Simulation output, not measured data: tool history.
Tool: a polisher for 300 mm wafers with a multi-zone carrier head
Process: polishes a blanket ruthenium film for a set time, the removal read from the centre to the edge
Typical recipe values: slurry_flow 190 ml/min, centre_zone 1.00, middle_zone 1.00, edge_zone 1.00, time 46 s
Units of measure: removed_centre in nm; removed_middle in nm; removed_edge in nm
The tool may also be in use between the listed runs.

run	hour	slurry_flow	centre_zone	middle_zone	edge_zone	time	incoming thickness of the incoming film, nm	removed_centre	removed_middle	removed_edge
1	0.0	190	1.00	1.00	1.00	46	361.0	47.8	55.7	56.9
2	42.5	190	1.00	1.00	1.00	46	356.7	47.0	56.0	56.3
# hour 78.8: worn pad replaced by a new one
# hour 80.4: centre zone pressure recalibrated
3	101.6	190	1.00	1.00	1.00	46	360.7	56.8	54.8	56.2
4	167.2	215	1.00	1.00	1.00	38	357.9	46.4	45.5	46.3
5	193.5	215	1.00	1.00	1.00	38	354.6	45.1	45.7	46.2
6	250.8	215	1.00	1.00	1.00	38	363.1	45.0	44.2	46.5
7	296.6	145	1.00	0.95	1.00	41	363.8	40.9	39.6	44.6
# hour 365.2: slurry nozzle cleaned
# hour 372.1: edge zone pressure recalibrated
8	419.0	190	1.00	0.95	0.94	57	354.1	66.2	65.7	67.8
# hour 434.2: worn pad replaced by a new one
9	466.3	190	1.00	1.00	1.00	46	353.4	52.4	55.1	57.2
10	497.1	225	1.08	0.95	0.89	46	362.4	60.7	55.2	54.0
11	536.3	190	1.00	1.00	0.94	46	366.0	51.5	54.6	54.5
12	602.1	190	1.00	1.00	1.06	46	357.3	50.9	53.8	56.9
13	638.2	190	1.00	1.10	0.92	38	362.7	42.2	48.0	42.9
# hour 669.2: carrier head's membrane replaced by a new one
14	704.1	190	1.00	0.93	1.00	46	357.6	47.4	48.8	53.0
15	765.6	190	1.00	0.97	1.00	46	357.3	44.5	47.7	51.2
# hour 785.9: slurry nozzle cleaned
# hour 788.5: worn pad replaced by a new one
16	791.8	190	1.04	1.07	1.00	59	359.4	68.2	76.5	73.5
# hour 807.1: centre zone pressure recalibrated
17	819.3	190	0.96	1.09	1.00	57	363.3	66.0	75.1	72.1
18	881.2	190	1.10	1.00	1.00	46	359.8	62.2	55.7	57.1
19	918.0	240	0.92	1.03	1.00	39	365.9	44.0	50.0	49.1
20	965.8	190	1.00	1.00	1.00	46	356.0	54.6	55.8	55.7
21	1027.5	190	1.00	1.00	1.00	46	367.8	52.8	54.9	56.8
# hour 1127.0: worn pad replaced by a new one
22	1161.6	225	1.00	1.00	1.00	46	359.0	51.3	54.3	53.8

Below are 4 alternative next runs, each starting from the tool's condition after run 22. Predict each:
A	1162.0	190	1.00	1.00	1.00	46	365.3	?	?	?
B	1162.0	235	1.00	0.92	1.08	46	365.3	?	?	?
C	1162.0	190	0.96	0.95	0.94	57	365.3	?	?	?
D	1162.0	165	1.00	0.90	1.00	46	365.3	?	?	?

run	removed_centre	removed_middle	removed_edge
A	48.4	51.8	53.2
B	51.1	50.6	57.2
C	57.5	61.5	64.0
D	46.3	45.6	51.8
Without the tool's hidden state the same runs would have given:
run	removed_centre	removed_middle	removed_edge
A	56.2	56.3	56.5
B	58.2	54.2	60.1
C	66.8	66.8	68.0
D	54.6	50.2	55.5
